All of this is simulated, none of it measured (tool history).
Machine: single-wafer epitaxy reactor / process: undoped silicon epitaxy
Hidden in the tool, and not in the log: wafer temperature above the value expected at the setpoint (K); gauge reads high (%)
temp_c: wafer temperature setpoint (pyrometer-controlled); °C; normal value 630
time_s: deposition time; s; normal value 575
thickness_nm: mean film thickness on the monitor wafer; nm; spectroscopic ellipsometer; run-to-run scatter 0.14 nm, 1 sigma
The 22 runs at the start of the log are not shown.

run    hour  temp_c  time_s  wafers since the last listed run  hours since the last pyrometer calibration  hours since the gauge calibration  read-back reference wafer on the same gauge, thickness_nm  thickness_nm
 23  1290.8     630     575                               452                                       348.2                             1065.6                                                     58.470        61.456
 24  1348.2     621     648                               205                                       405.6                             1123.0                                                     58.496        55.165
 25  1411.7     634     525                               227                                       469.1                             1186.5                                                     58.493        62.491
 26  1436.4     625     670                                88                                       493.8                             1211.2                                                     58.524        62.928
     1457.5  -- gauge calibrated
 27  1502.2     637     575                               235                                       559.6                               44.7                                                     58.511        73.991
 28  1554.7     621     529                               187                                       612.1                               97.2                                                     58.465        44.937
 29  1598.3     630     575                               155                                       655.7                              140.8                                                     58.484        61.809
 30  1637.1     623     537                               138                                       694.5                              179.6                                                     58.516        48.188
 31  1816.0     638     614                               639                                       873.4                              358.5                                                     58.505        81.463
 32  1843.2     618     513                                97                                       900.6                              385.7                                                     58.480        40.330
 33  1913.8     621     575                               252                                       971.2                              456.3                                                     58.515        48.964

3 ways to go on from here, each from the tool as it stands after run 33. What would each give?
  A  1914.4     625     575                                 2                                       971.8                              456.9                                                          ?             ?
  B  1914.4     636     474                                 2                                       971.8                              456.9                                                          ?             ?
  C  1914.4     615     632                                 2                                       971.8                              456.9                                                          ?             ?

run  read-back reference wafer on the same gauge, thickness_nm  thickness_nm
  A                                                     58.490        54.415
  B                                                     58.490        59.631
  C                                                     58.490        45.849
Without the tool's unlogged condition, the same runs would have read:
run  thickness_nm
  A        53.611
  B        58.775
  C        45.154

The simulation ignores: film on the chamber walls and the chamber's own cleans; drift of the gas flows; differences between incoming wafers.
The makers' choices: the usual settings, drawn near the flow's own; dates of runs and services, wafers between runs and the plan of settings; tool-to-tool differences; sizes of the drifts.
